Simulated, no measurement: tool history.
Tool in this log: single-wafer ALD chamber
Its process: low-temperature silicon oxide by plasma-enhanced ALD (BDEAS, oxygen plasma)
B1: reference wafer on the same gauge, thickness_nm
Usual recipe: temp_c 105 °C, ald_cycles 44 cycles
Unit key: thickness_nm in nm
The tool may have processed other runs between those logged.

run 1 hour=0 | temp_c=105 ald_cycles=44 | B1=7.401 | thickness_nm=6.689
run 2 hour=7.5 | temp_c=105 ald_cycles=44 | B1=7.41 | thickness_nm=6.714
run 3 hour=19.7 | temp_c=105 ald_cycles=44 | B1=7.398 | thickness_nm=6.688
-- hour=25.8 gauge calibrated
run 4 hour=28.6 | temp_c=105 ald_cycles=44 | B1=7.317 | thickness_nm=6.617
run 5 hour=35.3 | temp_c=105 ald_cycles=44 | B1=7.325 | thickness_nm=6.643
run 6 hour=42.2 | temp_c=96 ald_cycles=40 | B1=7.329 | thickness_nm=6.187
run 7 hour=60.2 | temp_c=100 ald_cycles=47 | B1=7.33 | thickness_nm=7.202
run 8 hour=70.1 | temp_c=100 ald_cycles=47 | B1=7.334 | thickness_nm=7.184
run 9 hour=87 | temp_c=105 ald_cycles=44 | B1=7.344 | thickness_nm=6.65
run 10 hour=94.6 | temp_c=105 ald_cycles=44 | B1=7.344 | thickness_nm=6.642
run 11 hour=112.7 | temp_c=105 ald_cycles=44 | B1=7.355 | thickness_nm=6.683
run 12 hour=126.4 | temp_c=105 ald_cycles=44 | B1=7.358 | thickness_nm=6.657
run 13 hour=174.2 | temp_c=105 ald_cycles=44 | B1=7.366 | thickness_nm=6.69
run 14 hour=187.2 | temp_c=105 ald_cycles=44 | B1=7.368 | thickness_nm=6.676
run 15 hour=196.2 | temp_c=105 ald_cycles=42 | B1=7.366 | thickness_nm=6.365
run 16 hour=229.6 | temp_c=105 ald_cycles=42 | B1=7.386 | thickness_nm=6.391
run 17 hour=246.6 | temp_c=105 ald_cycles=42 | B1=7.383 | thickness_nm=6.397
-- hour=258.8 thermocouple changed; heater temperature recalibrated
run 18 hour=259.3 | temp_c=105 ald_cycles=44 | B1=7.4 | thickness_nm=6.679
run 19 hour=264.8 | temp_c=110 ald_cycles=44 | B1=7.395 | thickness_nm=6.59
run 20 hour=275.2 | temp_c=105 ald_cycles=44 | B1=7.402 | thickness_nm=6.677
-- hour=278.9 gauge calibrated
run 21 hour=284 | temp_c=105 ald_cycles=44 | B1=7.332 | thickness_nm=6.607
run 22 hour=295.8 | temp_c=105 ald_cycles=51 | B1=7.334 | thickness_nm=7.706
run 23 hour=302.4 | temp_c=105 ald_cycles=48 | B1=7.338 | thickness_nm=7.234
run 24 hour=309.3 | temp_c=100 ald_cycles=41 | B1=7.34 | thickness_nm=6.258
run 25 hour=325.1 | temp_c=117 ald_cycles=47 | B1=7.338 | thickness_nm=6.942
run 26 hour=340.3 | temp_c=93 ald_cycles=40 | B1=7.344 | thickness_nm=6.307
run 27 hour=357.4 | temp_c=91 ald_cycles=49 | B1=7.361 | thickness_nm=7.78
run 28 hour=364.5 | temp_c=105 ald_cycles=37 | B1=7.352 | thickness_nm=5.595
run 29 hour=381 | temp_c=91 ald_cycles=49 | B1=7.364 | thickness_nm=7.77
run 30 hour=397.8 | temp_c=105 ald_cycles=44 | B1=7.37 | thickness_nm=6.657
run 31 hour=404.5 | temp_c=105 ald_cycles=44 | B1=7.36 | thickness_nm=6.691
run 32 hour=416.3 | temp_c=116 ald_cycles=44 | B1=7.367 | thickness_nm=6.504
run 33 hour=425.7 | temp_c=94 ald_cycles=38 | B1=7.371 | thickness_nm=5.977
run 34 hour=443 | temp_c=99 ald_cycles=37 | B1=7.383 | thickness_nm=5.695
run 35 hour=458.1 | temp_c=112 ald_cycles=48 | B1=7.383 | thickness_nm=7.18

Consider 5 possible next runs. They are alternatives, not a sequence: every one starts from the tool as it was left by run 35. What does each give?
run A hour=458.6 | temp_c=105 ald_cycles=47 | B1=? | thickness_nm=?
run B hour=458.6 | temp_c=99 ald_cycles=40 | B1=? | thickness_nm=?
run C hour=458.6 | temp_c=116 ald_cycles=49 | B1=? | thickness_nm=?
run D hour=458.6 | temp_c=105 ald_cycles=36 | B1=? | thickness_nm=?
run E hour=458.6 | temp_c=92 ald_cycles=44 | B1=? | thickness_nm=?

run=A B1=7.383 thickness_nm=7.145
run=B B1=7.383 thickness_nm=6.177
run=C B1=7.383 thickness_nm=7.279
run=D B1=7.383 thickness_nm=5.473
run=E B1=7.383 thickness_nm=6.989
What these runs would have given with no unlogged condition in the tool:
run=A thickness_nm=7.086
run=B thickness_nm=6.126
run=C thickness_nm=7.219
run=D thickness_nm=5.427
run=E thickness_nm=6.931
